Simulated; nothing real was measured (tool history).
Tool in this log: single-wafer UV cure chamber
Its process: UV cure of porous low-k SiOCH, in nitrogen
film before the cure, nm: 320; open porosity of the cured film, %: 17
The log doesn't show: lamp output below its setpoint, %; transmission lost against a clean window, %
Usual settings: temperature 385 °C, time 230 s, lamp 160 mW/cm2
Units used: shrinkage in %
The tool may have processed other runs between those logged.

run   hour  temperature  time  lamp  wafers since the last listed run  hours since the UV bulbs were replaced  wafers since the quartz window was cleaned  shrinkage
  1      0          385   230   160                                 0                                   788.7                                        2318     11.306
  2   74.2          385   230   160                               501                                   862.9                                        2820      10.93
  3  142.1          385   230   160                               459                                   930.8                                        3279      11.18
       158  -- quartz window cleaned
  4  205.2          385   230   160                               372                                   993.9                                         319     10.767
  5  257.9          385   230   160                               356                                  1046.6                                         676     11.035
  6  318.4          385   230   160                               409                                  1107.1                                        1085     10.602
  7  379.1          385   230   160                               410                                  1167.8                                        1495     10.151
  8  433.7          385   230   135                               369                                  1222.4                                        1865      9.524
     470.8  -- UV bulbs replaced
  9  505.6          375   230   160                               432                                    34.8                                        2297     11.836
 10  574.5          373   230   182                               466                                   103.7                                        2763     12.346
 11  617.5          385   230   160                               290                                   146.7                                        3054     11.915
     684.8  -- quartz window cleaned
 12  685.3          385   155   123                               404                                   214.5                                           3      9.224
 13  748.9          396   150   160                               430                                   278.1                                         433     10.307
 14  798.6          373   230   182                               336                                   327.8                                         769     12.275
 15  854.7          385   125   160                               379                                   383.9                                        1149      9.308
 16  912.7          385   230   160                               392                                   441.9                                        1541      11.83
 17  956.7          375   170   138                               297                                   485.9                                        1839      9.856

5 options for the next run, each taken on its own from the tool as it stands now. Forecast them:
  A  957.1          385   230   160                                 2                                   486.3                                        1841          ?
  B  957.1          385   265   128                                 2                                   486.3                                        1841          ?
  C  957.1          395   230   160                                 2                                   486.3                                        1841          ?
  D  957.1          390   230   160                                 2                                   486.3                                        1841          ?
  E  957.1          393   230   160                                 2                                   486.3                                        1841          ?

run  shrinkage
  A     11.786
  B      11.44
  C     11.955
  D     11.871
  E     11.921
With no hidden state in the tool, these same runs would have given:
run  shrinkage
  A     12.053
  B     11.706
  C     12.223
  D     12.139
  E     12.189

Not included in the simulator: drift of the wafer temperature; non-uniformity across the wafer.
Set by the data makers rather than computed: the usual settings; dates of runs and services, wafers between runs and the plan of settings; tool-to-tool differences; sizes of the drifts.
